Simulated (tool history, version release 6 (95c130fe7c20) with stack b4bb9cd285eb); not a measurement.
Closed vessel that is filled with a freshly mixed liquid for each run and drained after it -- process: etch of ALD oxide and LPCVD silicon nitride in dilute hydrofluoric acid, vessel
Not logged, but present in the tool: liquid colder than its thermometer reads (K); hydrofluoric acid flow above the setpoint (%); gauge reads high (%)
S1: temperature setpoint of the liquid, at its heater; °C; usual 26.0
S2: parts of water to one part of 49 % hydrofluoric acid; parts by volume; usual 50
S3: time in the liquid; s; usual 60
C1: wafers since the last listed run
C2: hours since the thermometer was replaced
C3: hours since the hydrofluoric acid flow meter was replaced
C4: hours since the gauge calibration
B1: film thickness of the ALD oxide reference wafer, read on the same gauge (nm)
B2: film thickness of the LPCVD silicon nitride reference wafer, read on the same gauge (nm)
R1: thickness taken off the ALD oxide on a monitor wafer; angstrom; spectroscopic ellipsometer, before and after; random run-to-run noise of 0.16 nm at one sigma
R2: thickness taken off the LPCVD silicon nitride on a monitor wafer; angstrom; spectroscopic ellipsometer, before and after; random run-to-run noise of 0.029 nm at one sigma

run 1 hour=0.0 | S1=27.5 S2=50 S3=60 | C1=0 C2=637.8 C3=1571.0 C4=2914.8 | B1=59.96 B2=50.015 | R1=192.2 R2=6.89
-- hour=32.9 gauge calibrated
run 2 hour=69.2 | S1=26.0 S2=50 S3=60 | C1=4735 C2=707.0 C3=1640.2 C4=36.3 | B1=60.02 B2=49.986 | R1=180.2 R2=6.51
run 3 hour=175.0 | S1=26.0 S2=50 S3=60 | C1=7239 C2=812.8 C3=1746.0 C4=142.1 | B1=60.07 B2=49.994 | R1=175.0 R2=6.01
run 4 hour=211.2 | S1=26.0 S2=50 S3=60 | C1=2477 C2=849.0 C3=1782.2 C4=178.3 | B1=60.05 B2=50.021 | R1=177.7 R2=5.87
run 5 hour=296.6 | S1=26.0 S2=70 S3=90 | C1=5843 C2=934.4 C3=1867.6 C4=263.7 | B1=60.06 B2=49.988 | R1=187.6 R2=6.65
run 6 hour=385.5 | S1=24.0 S2=50 S3=60 | C1=6083 C2=1023.3 C3=1956.5 C4=352.6 | B1=59.97 B2=50.002 | R1=160.9 R2=4.83
-- hour=433.5 thermometer replaced
run 7 hour=457.3 | S1=26.0 S2=50 S3=30 | C1=4844 C2=23.8 C3=2028.3 C4=424.4 | B1=59.99 B2=49.996 | R1=94.5 R2=3.51
run 8 hour=555.8 | S1=26.0 S2=50 S3=60 | C1=6740 C2=122.3 C3=2126.8 C4=522.9 | B1=60.00 B2=49.993 | R1=187.1 R2=6.27
run 9 hour=638.1 | S1=22.5 S2=50 S3=45 | C1=5631 C2=204.6 C3=2209.1 C4=605.2 | B1=60.02 B2=49.993 | R1=120.7 R2=3.84
run 10 hour=714.8 | S1=26.0 S2=50 S3=60 | C1=5248 C2=281.3 C3=2285.8 C4=681.9 | B1=60.00 B2=50.003 | R1=184.9 R2=7.03
-- hour=760.2 hydrofluoric acid flow meter replaced
run 11 hour=789.9 | S1=28.0 S2=65 S3=50 | C1=5070 C2=356.4 C3=29.7 C4=757.0 | B1=60.00 B2=49.985 | R1=122.7 R2=4.13
run 12 hour=889.3 | S1=28.0 S2=75 S3=60 | C1=6801 C2=455.8 C3=129.1 C4=856.4 | B1=60.00 B2=50.011 | R1=127.1 R2=4.73
run 13 hour=955.4 | S1=29.0 S2=50 S3=60 | C1=4523 C2=521.9 C3=195.2 C4=922.5 | B1=60.00 B2=50.001 | R1=204.7 R2=7.66
run 14 hour=1013.1 | S1=27.5 S2=25 S3=40 | C1=3948 C2=579.6 C3=252.9 C4=980.2 | B1=60.05 B2=49.983 | R1=263.1 R2=8.69
run 15 hour=1108.7 | S1=28.5 S2=40 S3=70 | C1=6541 C2=675.2 C3=348.5 C4=1075.8 | B1=59.99 B2=49.996 | R1=295.1 R2=10.71
run 16 hour=1159.3 | S1=29.5 S2=50 S3=60 | C1=3462 C2=725.8 C3=399.1 C4=1126.4 | B1=59.97 B2=49.989 | R1=207.0 R2=7.50
run 17 hour=1221.7 | S1=24.0 S2=65 S3=50 | C1=4270 C2=788.2 C3=461.5 C4=1188.8 | B1=59.99 B2=50.016 | R1=103.3 R2=3.40
run 18 hour=1261.1 | S1=26.0 S2=50 S3=60 | C1=2696 C2=827.6 C3=500.9 C4=1228.2 | B1=59.93 B2=50.024 | R1=176.5 R2=6.13
-- hour=1436.1 thermometer replaced
run 19 hour=1531.9 | S1=27.5 S2=50 S3=30 | C1=18462 C2=95.8 C3=771.7 C4=1499.0 | B1=60.01 B2=50.014 | R1=98.3 R2=3.68
run 20 hour=1602.5 | S1=22.5 S2=70 S3=45 | C1=4831 C2=166.4 C3=842.3 C4=1569.6 | B1=59.99 B2=50.006 | R1=83.1 R2=2.76

Run 21, settings as shown, results not yet in. Your forecast:
run 21 hour=1706.0 | S1=22.5 S2=50 S3=45 | C1=7082 C2=269.9 C3=945.8 C4=1673.1 | B1=? B2=? | R1=? R2=?

B1: 59.97
B2: 49.992
R1: 121.3 angstrom
R2: 3.38 angstrom
On a tool with no hidden condition, and with the same random variation, this run would have come out at R1 125.0 angstrom, R2 3.56 angstrom.

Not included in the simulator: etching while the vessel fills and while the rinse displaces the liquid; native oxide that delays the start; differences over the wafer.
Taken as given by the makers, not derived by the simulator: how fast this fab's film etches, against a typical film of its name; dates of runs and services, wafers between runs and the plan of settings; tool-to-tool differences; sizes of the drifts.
